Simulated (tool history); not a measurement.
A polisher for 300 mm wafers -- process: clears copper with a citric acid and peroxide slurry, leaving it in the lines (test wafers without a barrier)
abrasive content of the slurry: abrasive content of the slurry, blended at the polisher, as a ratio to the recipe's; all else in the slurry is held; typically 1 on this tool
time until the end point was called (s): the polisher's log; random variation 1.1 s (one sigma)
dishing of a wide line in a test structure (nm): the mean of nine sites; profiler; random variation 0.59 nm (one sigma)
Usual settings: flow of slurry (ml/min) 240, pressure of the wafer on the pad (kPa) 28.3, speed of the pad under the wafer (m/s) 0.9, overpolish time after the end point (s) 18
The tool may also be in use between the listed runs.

run	day	flow of slurry (ml/min)	pressure of the wafer on the pad (kPa)	speed of the pad under the wafer (m/s)	abrasive content of the slurry	overpolish time after the end point (s)	wafers since the last listed run	wafers polished on this pad	hours since the slurry nozzle was cleaned	hours since the head pressure was calibrated	hours since the slurry blender was calibrated	incoming thickness of the incoming film, nm	time until the end point was called (s)	dishing of a wide line in a test structure (nm)
1	0	240	28.3	0.9	1	18	0	2514	15.4	407.6	133.9	199.7	88.9	33.8
2	1.371	195	28.3	0.9	1	15	341	2855	48.3	440.5	166.8	201.1	92.5	29.1
3	3.354	240	28.3	0.9	1	18	493	3348	95.9	488.1	214.4	199.3	89	34.8
4	6.329	240	28.3	0.64	1	10	740	4089	167.3	559.5	285.8	197	125.6	14.5
# day 6.533: worn pad replaced by a new one
5	8.083	240	28.3	0.64	1	10	395	386	209.4	601.6	327.9	196.8	123.1	14.2
# day 16.062: slurry blender recalibrated
6	16.388	240	28.3	1.14	0.85	18	2045	2431	408.7	800.9	7.8	201.9	78.1	38.8
# day 18.146: slurry nozzle cleaned
7	18.721	240	28.3	0.9	1	18	570	3001	13.8	856.9	63.8	201.4	89.6	33.5
8	20.075	240	28.3	0.74	0.75	29	336	3338	46.3	889.4	96.3	200.5	111.9	42.1
9	22.246	240	22.8	0.9	1	24	540	3879	98.4	941.5	148.4	200.4	112.2	35.5
# day 23.362: head pressure recalibrated
10	23.75	240	28.3	0.9	1	18	353	4232	134.5	9.3	184.5	198.1	90.4	33.7
11	25.142	240	28.3	0.9	1	18	346	4578	167.9	42.7	217.9	199.2	90.3	33
# day 26.742: worn pad replaced by a new one
12	27.371	320	28.3	0.9	1	18	513	156	221.4	96.2	271.4	200.1	88.2	34.8
13	29.238	240	28.3	0.9	1	21	464	621	266.2	141	316.2	200.4	90	39.2
14	31.571	240	31	0.9	1	24	580	1202	322.2	197	372.2	195.9	82.7	45.2
15	32.7	240	24.8	0.9	1	9	280	1483	349.3	224.1	399.3	199.8	104.1	15.1
16	34.433	240	24.1	1.08	1.15	18	431	1914	390.9	265.7	440.9	203.6	91.6	33.5
17	35.7	240	19.3	0.9	0.75	18	315	2229	421.3	296.1	471.3	200.5	140.6	21.6
# day 37.096: slurry blender recalibrated
18	38.304	240	28.3	0.9	1	18	627	2856	483.8	358.6	29	200.1	95.7	32.2
19	40.183	240	28.3	0.9	1	18	467	3324	528.9	403.7	74.1	199.9	98.2	30.8
# day 41.225: slurry nozzle cleaned
20	41.258	195	28.3	0.9	0.75	23	257	3581	0.8	429.5	99.9	199.3	94.7	39.2
21	42.483	240	28.3	0.9	1.15	12	304	3886	30.2	458.9	129.3	197.8	85.4	24.6
22	44.762	240	19.3	0.9	0.75	23	567	4453	84.9	513.6	184	199	138.1	28.8
23	46.704	240	28.3	0.9	0.75	18	483	4936	131.5	560.2	230.6	198.9	93.3	31.8
# day 47.267: worn pad replaced by a new one
24	48.096	265	19.3	1.02	0.8	18	304	206	164.9	593.6	264	197	117.2	26.7
25	50.821	240	19.3	0.9	1	18	678	884	230.3	659	329.4	199	132.2	23.7
26	52.275	240	28.3	0.84	1	18	361	1245	265.2	693.9	364.3	202.2	98.1	30.9
27	53.346	280	23.4	1.1	0.75	18	266	1512	290.9	719.6	390	200.8	92	33.9
# day 55.588: slurry blender recalibrated
28	55.833	270	20	0.9	1	18	598	2110	350.6	779.3	5.9	198.5	126.9	24.4

A few steps of time until the end point was called (s) between consecutive runs. Split each: what settings, incoming material and random variation would produce without the hidden state, and what is left over for the hidden state, along with gauge scatter present in only one of the two compared results (measured, and without hidden state):
Hidden conditions of the tool in this case: removal rate lost through wear of the pad, %; slurry flow missing at the pad, %; deviation of the head's pressure from its setpoint, %; abrasive missing from the slurry, %.
Run 6 -> 7: speed of the pad under the wafer (m/s) 1.14 -> 0.9, abrasive content of the slurry 0.85 -> 1, slurry nozzle cleaned. time until the end point was called (s) +11.5: hidden state -5, all else +16.5.
Run 16 -> 17: pressure of the wafer on the pad (kPa) 24.1 -> 19.3, speed of the pad under the wafer (m/s) 1.08 -> 0.9, abrasive content of the slurry 1.15 -> 0.75. time until the end point was called (s) +49: hidden state +3.8, all else +45.2.
Run 19 -> 20: flow of slurry (ml/min) 240 -> 195, abrasive content of the slurry 1 -> 0.75, overpolish time after the end point (s) 18 -> 23, slurry nozzle cleaned. time until the end point was called (s) -3.5: hidden state -9, all else +5.5.
Run 21 -> 22: pressure of the wafer on the pad (kPa) 28.3 -> 19.3, abrasive content of the slurry 1.15 -> 0.75, overpolish time after the end point (s) 12 -> 23. time until the end point was called (s) +52.7: hidden state +1.1, all else +51.6.

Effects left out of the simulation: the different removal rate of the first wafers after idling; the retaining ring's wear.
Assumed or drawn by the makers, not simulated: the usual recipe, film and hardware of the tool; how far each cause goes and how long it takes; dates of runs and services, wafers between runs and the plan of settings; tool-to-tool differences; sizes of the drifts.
